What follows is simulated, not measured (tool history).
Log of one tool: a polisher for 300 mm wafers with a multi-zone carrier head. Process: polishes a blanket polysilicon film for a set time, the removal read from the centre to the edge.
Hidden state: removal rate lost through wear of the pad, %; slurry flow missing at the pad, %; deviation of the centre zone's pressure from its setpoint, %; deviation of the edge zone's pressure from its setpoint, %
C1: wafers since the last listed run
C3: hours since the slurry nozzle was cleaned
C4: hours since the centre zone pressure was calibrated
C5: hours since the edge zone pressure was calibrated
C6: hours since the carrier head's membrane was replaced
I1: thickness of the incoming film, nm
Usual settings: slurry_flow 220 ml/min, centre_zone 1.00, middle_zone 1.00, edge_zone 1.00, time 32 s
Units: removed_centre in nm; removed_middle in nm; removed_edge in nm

Run 1, hour 0.0: usual settings; C1 0; wafers polished on this pad 2625; C3 38.8; C4 559.9; C5 205.0; C6 821.7; I1 926.6. Result: removed_centre 273.6 nm, removed_middle 285.8 nm, removed_edge 277.0 nm.
At hour 92.6: worn pad replaced by a new one.
Run 2, hour 101.8: usual settings; C1 1217; wafers polished on this pad 114; C3 140.6; C4 661.7; C5 306.8; C6 923.5; I1 902.5. Result: removed_centre 269.9 nm, removed_middle 289.3 nm, removed_edge 276.9 nm.
Run 3, hour 195.9: usual settings; C1 1171; wafers polished on this pad 1285; C3 234.7; C4 755.8; C5 400.9; C6 1017.6; I1 906.9. Result: removed_centre 272.8 nm, removed_middle 288.6 nm, removed_edge 280.8 nm.
At hour 249.0: edge zone pressure recalibrated.
Run 4, hour 249.5: usual settings; C1 642; wafers polished on this pad 1927; C3 288.3; C4 809.4; C5 0.5; C6 1071.2; I1 899.1. Result: removed_centre 267.2 nm, removed_middle 294.0 nm, removed_edge 281.5 nm.
Run 5, hour 326.8: usual settings; C1 962; wafers polished on this pad 2890; C3 365.6; C4 886.7; C5 77.8; C6 1148.5; I1 906.2. Result: removed_centre 267.6 nm, removed_middle 289.6 nm, removed_edge 278.8 nm.
At hour 334.4: worn pad replaced by a new one.
Run 6, hour 387.6: usual settings; C1 707; wafers polished on this pad 661; C3 426.4; C4 947.5; C5 138.6; C6 1209.3; I1 889.6. Result: removed_centre 267.0 nm, removed_middle 287.2 nm, removed_edge 281.6 nm.
Run 7, hour 468.7: usual settings; C1 1009; wafers polished on this pad 1671; C3 507.5; C4 1028.6; C5 219.7; C6 1290.4; I1 919.3. Result: removed_centre 264.6 nm, removed_middle 289.2 nm, removed_edge 286.3 nm.
At hour 485.3: slurry nozzle cleaned.
At hour 494.4: carrier head's membrane replaced by a new one.
Run 8, hour 534.2: usual settings but slurry_flow 205 ml/min; C1 740; wafers polished on this pad 2411; C3 48.9; C4 1094.1; C5 285.2; C6 39.8; I1 911.6. Result: removed_centre 262.9 nm, removed_middle 290.9 nm, removed_edge 275.8 nm.
At hour 566.2: worn pad replaced by a new one.
Run 9, hour 590.2: usual settings but slurry_flow 205 ml/min; C1 647; wafers polished on this pad 298; C3 104.9; C4 1150.1; C5 341.2; C6 95.8; I1 915.1. Result: removed_centre 258.9 nm, removed_middle 284.8 nm, removed_edge 277.3 nm.
Run 10, hour 648.1: usual settings; C1 720; wafers polished on this pad 1018; C3 162.8; C4 1208.0; C5 399.1; C6 153.7; I1 910.6. Result: removed_centre 260.8 nm, removed_middle 287.4 nm, removed_edge 280.7 nm.
Run 11, hour 717.3: usual settings but middle_zone 0.92; C1 861; wafers polished on this pad 1880; C3 232.0; C4 1277.2; C5 468.3; C6 222.9; I1 902.9. Result: removed_centre 258.0 nm, removed_middle 270.6 nm, removed_edge 280.3 nm.
At hour 740.7: edge zone pressure recalibrated.
At hour 774.8: centre zone pressure recalibrated.
At hour 826.9: worn pad replaced by a new one.
Run 12, hour 927.8: usual settings; C1 2520; wafers polished on this pad 1255; C3 442.5; C4 153.0; C5 187.1; C6 433.4; I1 922.6. Result: removed_centre 320.6 nm, removed_middle 290.4 nm, removed_edge 279.8 nm.
Run 13, hour 984.2: usual settings but slurry_flow 290 ml/min, edge_zone 1.03; C1 702; wafers polished on this pad 1957; C3 498.9; C4 209.4; C5 243.5; C6 489.8; I1 915.1. Result: removed_centre 335.2 nm, removed_middle 297.4 nm, removed_edge 285.6 nm.
At hour 995.6: centre zone pressure recalibrated, repeated, since the last time left the tool worse.
At hour 1026.8: slurry nozzle cleaned.
Run 14, hour 1035.7: usual settings but centre_zone 1.08, middle_zone 0.96, edge_zone 0.96, time 37 s; C1 603; wafers polished on this pad 2561; C3 8.9; C4 40.1; C5 295.0; C6 541.3; I1 905.2. Result: removed_centre 351.0 nm, removed_middle 323.6 nm, removed_edge 321.4 nm.
Run 15, hour 1111.9: usual settings but middle_zone 1.04; C1 948; wafers polished on this pad 3510; C3 85.1; C4 116.3; C5 371.2; C6 617.5; I1 908.9. Result: removed_centre 279.9 nm, removed_middle 302.8 nm, removed_edge 277.3 nm.
At hour 1132.7: edge zone pressure recalibrated.
At hour 1137.5: worn pad replaced by a new one.
Run 16, hour 1193.4: usual settings but slurry_flow 200 ml/min; C1 939; wafers polished on this pad 695; C3 166.6; C4 197.8; C5 60.7; C6 699.0; I1 902.3. Result: removed_centre 276.5 nm, removed_middle 282.9 nm, removed_edge 280.4 nm.
Run 17, hour 1280.3: usual settings; C1 1081; wafers polished on this pad 1777; C3 253.5; C4 284.7; C5 147.6; C6 785.9; I1 917.0. Result: removed_centre 276.9 nm, removed_middle 290.2 nm, removed_edge 276.3 nm.
Run 18, hour 1351.5: usual settings but slurry_flow 270 ml/min, centre_zone 1.09; C1 886; wafers polished on this pad 2664; C3 324.7; C4 355.9; C5 218.8; C6 857.1; I1 926.2. Result: removed_centre 315.0 nm, removed_middle 297.1 nm, removed_edge 287.5 nm.

Some steps in removed_centre between neighbouring runs. How much of each would the tool show without its hidden state too (settings, what came in, random variation), and how much is left for the hidden state, with any gauge scatter that isn't in both results?
Run 11 -> 12: middle_zone 0.92 -> 1.00, edge zone pressure recalibrated, centre zone pressure recalibrated, worn pad replaced by a new one. removed_centre +62.6 nm: hidden state +68.0, all else -5.4.
Run 14 -> 15: centre_zone 1.08 -> 1.00, middle_zone 0.96 -> 1.04, edge_zone 0.96 -> 1.00, time 37 -> 32. removed_centre -71.1 nm: hidden state -0.2, all else -70.9.
